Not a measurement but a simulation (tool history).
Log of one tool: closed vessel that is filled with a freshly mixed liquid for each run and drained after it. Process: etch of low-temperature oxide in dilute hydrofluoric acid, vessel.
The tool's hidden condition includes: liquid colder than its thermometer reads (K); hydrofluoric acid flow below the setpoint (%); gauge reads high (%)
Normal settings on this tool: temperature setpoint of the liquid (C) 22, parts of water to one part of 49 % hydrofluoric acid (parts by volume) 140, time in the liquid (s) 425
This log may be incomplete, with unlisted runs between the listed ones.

run,hour,temperature setpoint of the liquid (C),parts of water to one part of 49 % hydrofluoric acid (parts by volume),time in the liquid (s),wafers since the last listed run,hours since the thermometer was replaced,hours since the hydrofluoric acid flow meter was replaced,hours since the gauge calibration,"read-back film thickness of the low-temperature oxide reference wafer, read on the same gauge (nm)",thickness taken off the low-temperature oxide on a monitor wafer (Å)
1,0,22,140,425,0,1239.1,422.2,39.4,40.03,391.9
2,28.8,22,140,425,1672,1267.9,451,68.2,39.99,394.1
3,65,22,140,425,2102,1304.1,487.2,104.4,39.96,390.6
4,91,22,140,425,1510,1330.1,513.2,130.4,40.01,393.1
# hour 119.7: hydrofluoric acid flow meter replaced
5,125.4,22,140,425,1939,1364.5,5.7,164.8,40.03,401.7
# hour 138.3: thermometer replaced
6,148.9,22,170,285,1306,10.6,29.2,188.3,40,214.3
7,173.8,22,170,285,1446,35.5,54.1,213.2,40.02,212.9
8,190.1,22,170,285,946,51.8,70.4,229.5,39.99,214.2
9,222.8,22,140,425,1899,84.5,103.1,262.2,39.97,400.9
# hour 223.8: gauge calibrated
10,242.8,22,140,425,1161,104.5,123.1,19,39.94,397.8
11,261.1,18.5,105,235,1062,122.8,141.4,37.3,40.02,264.9
12,290.8,23.5,70,665,1725,152.5,171.1,67,40.01,1434.1
13,312.9,18.5,95,205,1283,174.6,193.2,89.1,40.01,256.3
14,339.6,22,140,425,1550,201.3,219.9,115.8,39.98,394.9
15,361.2,24,175,425,1254,222.9,241.5,137.4,39.98,329
16,376.9,22,70,175,911,238.6,257.2,153.1,39.99,356.5

Alternative continuations, all from the tool just after run 16; predict every row:
A,377.7,22,140,490,46,239.4,258,153.9,?,?
B,377.7,18,85,425,46,239.4,258,153.9,?,?
C,377.7,17,175,260,46,239.4,258,153.9,?,?
D,377.7,20.5,190,190,46,239.4,258,153.9,?,?
E,377.7,27,115,180,46,239.4,258,153.9,?,?

run,"read-back film thickness of the low-temperature oxide reference wafer, read on the same gauge (nm)",thickness taken off the low-temperature oxide on a monitor wafer (Å)
A,39.97,457
B,39.97,589.5
C,39.97,153.4
D,39.97,116.8
E,39.97,255.5
With the hidden condition removed and each run's random variation left untouched, the same runs would have given:
run,thickness taken off the low-temperature oxide on a monitor wafer (Å)
A,462.2
B,595.8
C,155.1
D,118.2
E,258.4
